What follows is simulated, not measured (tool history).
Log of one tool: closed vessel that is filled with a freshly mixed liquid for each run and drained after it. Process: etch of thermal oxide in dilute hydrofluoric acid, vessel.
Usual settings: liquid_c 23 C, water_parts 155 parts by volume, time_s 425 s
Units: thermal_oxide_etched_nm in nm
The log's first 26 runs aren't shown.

run,day,liquid_c,water_parts,time_s,"read-back film thickness of the thermal oxide reference wafer, read on the same gauge (nm)",thermal_oxide_etched_nm
27,50.917,23,120,535,90,21.39
28,52.867,20.5,155,425,89.97,11.34
29,55.004,23,155,425,90.02,12.55
30,56.242,23,180,505,90.01,12.43
31,58.908,23,155,425,90,12.54
32,61.267,26.5,95,425,90.02,25.66
33,63.812,23,155,425,89.98,12.46
34,65.65,18.5,115,425,89.98,14.78
35,67.188,20.5,155,230,90.06,6.32

3 ways to go on from here, each from the tool as it stands after run 35. What would each give?
A,67.221,23,155,545,?,?
B,67.221,18,155,425,?,?
C,67.221,18.5,195,180,?,?

run,"read-back film thickness of the thermal oxide reference wafer, read on the same gauge (nm)",thermal_oxide_etched_nm
A,90.03,16.2
B,90.03,10.38
C,90.03,3.43
Without the tool's hidden state the same runs would have given:
run,thermal_oxide_etched_nm
A,15.77
B,10.09
C,3.33
